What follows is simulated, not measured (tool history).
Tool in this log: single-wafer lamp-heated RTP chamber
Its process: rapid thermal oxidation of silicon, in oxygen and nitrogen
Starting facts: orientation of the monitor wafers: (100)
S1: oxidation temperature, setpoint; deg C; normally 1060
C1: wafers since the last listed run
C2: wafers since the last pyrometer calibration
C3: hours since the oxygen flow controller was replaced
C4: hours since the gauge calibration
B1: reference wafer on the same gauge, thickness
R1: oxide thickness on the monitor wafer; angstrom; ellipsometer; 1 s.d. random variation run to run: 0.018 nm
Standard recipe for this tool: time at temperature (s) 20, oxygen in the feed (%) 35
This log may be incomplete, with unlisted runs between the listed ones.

{"run": 1, "hour": 0.0, "S1": 1060, "time at temperature (s)": 20, "oxygen in the feed (%)": 35, "C1": 0, "C2": 4965, "C3": 1848.3, "C4": 146.5, "B1": 3.601, "R1": 40.71}
{"run": 2, "hour": 33.7, "S1": 1060, "time at temperature (s)": 14, "oxygen in the feed (%)": 35, "C1": 364, "C2": 5330, "C3": 1882.0, "C4": 180.2, "B1": 3.599, "R1": 36.0}
{"run": 3, "hour": 53.3, "S1": 1060, "time at temperature (s)": 20, "oxygen in the feed (%)": 35, "C1": 212, "C2": 5542, "C3": 1901.6, "C4": 199.8, "B1": 3.602, "R1": 40.79}
{"run": 4, "hour": 82.7, "S1": 1060, "time at temperature (s)": 20, "oxygen in the feed (%)": 35, "C1": 318, "C2": 5861, "C3": 1931.0, "C4": 229.2, "B1": 3.603, "R1": 41.14}
{"run": 5, "hour": 108.1, "S1": 1060, "time at temperature (s)": 20, "oxygen in the feed (%)": 35, "C1": 275, "C2": 6136, "C3": 1956.4, "C4": 254.6, "B1": 3.599, "R1": 41.09}
{"run": 6, "hour": 126.5, "S1": 1071, "time at temperature (s)": 20, "oxygen in the feed (%)": 35, "C1": 199, "C2": 6335, "C3": 1974.8, "C4": 273.0, "B1": 3.599, "R1": 43.8}
{"run": 7, "hour": 139.4, "S1": 1071, "time at temperature (s)": 20, "oxygen in the feed (%)": 35, "C1": 139, "C2": 6475, "C3": 1987.7, "C4": 285.9, "B1": 3.596, "R1": 44.48}
{"run": 8, "hour": 164.4, "S1": 1060, "time at temperature (s)": 20, "oxygen in the feed (%)": 24, "C1": 270, "C2": 6746, "C3": 2012.7, "C4": 310.9, "B1": 3.6, "R1": 36.66}
{"run": 9, "hour": 197.7, "S1": 1037, "time at temperature (s)": 20, "oxygen in the feed (%)": 35, "C1": 360, "C2": 7106, "C3": 2046.0, "C4": 344.2, "B1": 3.6, "R1": 35.91}
{"run": 10, "hour": 230.1, "S1": 1060, "time at temperature (s)": 13, "oxygen in the feed (%)": 35, "C1": 350, "C2": 7457, "C3": 2078.4, "C4": 376.6, "B1": 3.6, "R1": 35.13}
{"run": 11, "hour": 245.0, "S1": 1060, "time at temperature (s)": 20, "oxygen in the feed (%)": 35, "C1": 161, "C2": 7618, "C3": 2093.3, "C4": 391.5, "B1": 3.598, "R1": 40.89}
{"run": 12, "hour": 274.7, "S1": 1083, "time at temperature (s)": 11, "oxygen in the feed (%)": 54, "C1": 321, "C2": 7940, "C3": 2123.0, "C4": 421.2, "B1": 3.6, "R1": 43.55}
{"run": 13, "hour": 289.9, "S1": 1033, "time at temperature (s)": 27, "oxygen in the feed (%)": 49, "C1": 164, "C2": 8105, "C3": 2138.2, "C4": 436.4, "B1": 3.599, "R1": 43.36}
{"run": 14, "hour": 311.8, "S1": 1060, "time at temperature (s)": 24, "oxygen in the feed (%)": 17, "C1": 237, "C2": 8342, "C3": 2160.1, "C4": 458.3, "B1": 3.602, "R1": 34.99}
{"hour": 313.7, "done": "gauge calibrated"}
{"hour": 327.6, "done": "oxygen flow controller replaced"}
{"hour": 335.9, "done": "pyrometer window cleaned and pyrometer calibrated"}
{"run": 15, "hour": 336.4, "S1": 1060, "time at temperature (s)": 20, "oxygen in the feed (%)": 35, "C1": 93, "C2": 5, "C3": 8.8, "C4": 22.7, "B1": 3.598, "R1": 42.37}
{"run": 16, "hour": 364.4, "S1": 1060, "time at temperature (s)": 25, "oxygen in the feed (%)": 35, "C1": 303, "C2": 308, "C3": 36.8, "C4": 50.7, "B1": 3.604, "R1": 46.51}
{"run": 17, "hour": 388.9, "S1": 1083, "time at temperature (s)": 27, "oxygen in the feed (%)": 17, "C1": 265, "C2": 573, "C3": 61.3, "C4": 75.2, "B1": 3.601, "R1": 43.72}
{"run": 18, "hour": 415.4, "S1": 1060, "time at temperature (s)": 20, "oxygen in the feed (%)": 35, "C1": 287, "C2": 860, "C3": 87.8, "C4": 101.7, "B1": 3.601, "R1": 42.99}
{"hour": 464.4, "done": "pyrometer window cleaned and pyrometer calibrated, repeated, since the last time left the tool worse"}
{"run": 19, "hour": 495.4, "S1": 1077, "time at temperature (s)": 12, "oxygen in the feed (%)": 51, "C1": 779, "C2": 335, "C3": 167.8, "C4": 181.7, "B1": 3.603, "R1": 41.28}
{"run": 20, "hour": 514.7, "S1": 1044, "time at temperature (s)": 20, "oxygen in the feed (%)": 64, "C1": 209, "C2": 544, "C3": 187.1, "C4": 201.0, "B1": 3.599, "R1": 44.6}
{"run": 21, "hour": 527.5, "S1": 1060, "time at temperature (s)": 24, "oxygen in the feed (%)": 17, "C1": 138, "C2": 683, "C3": 199.9, "C4": 213.8, "B1": 3.604, "R1": 34.71}

Forecast run 22:
{"run": 22, "hour": 551.1, "S1": 1060, "time at temperature (s)": 20, "oxygen in the feed (%)": 35, "C1": 255, "C2": 939, "C3": 223.5, "C4": 237.4, "B1": "?", "R1": "?"}

{"run 22": {"B1": 3.599, "R1": 40.44}}
Minus the tool's unlogged condition, the same run would have read R1 39.95 angstrom.

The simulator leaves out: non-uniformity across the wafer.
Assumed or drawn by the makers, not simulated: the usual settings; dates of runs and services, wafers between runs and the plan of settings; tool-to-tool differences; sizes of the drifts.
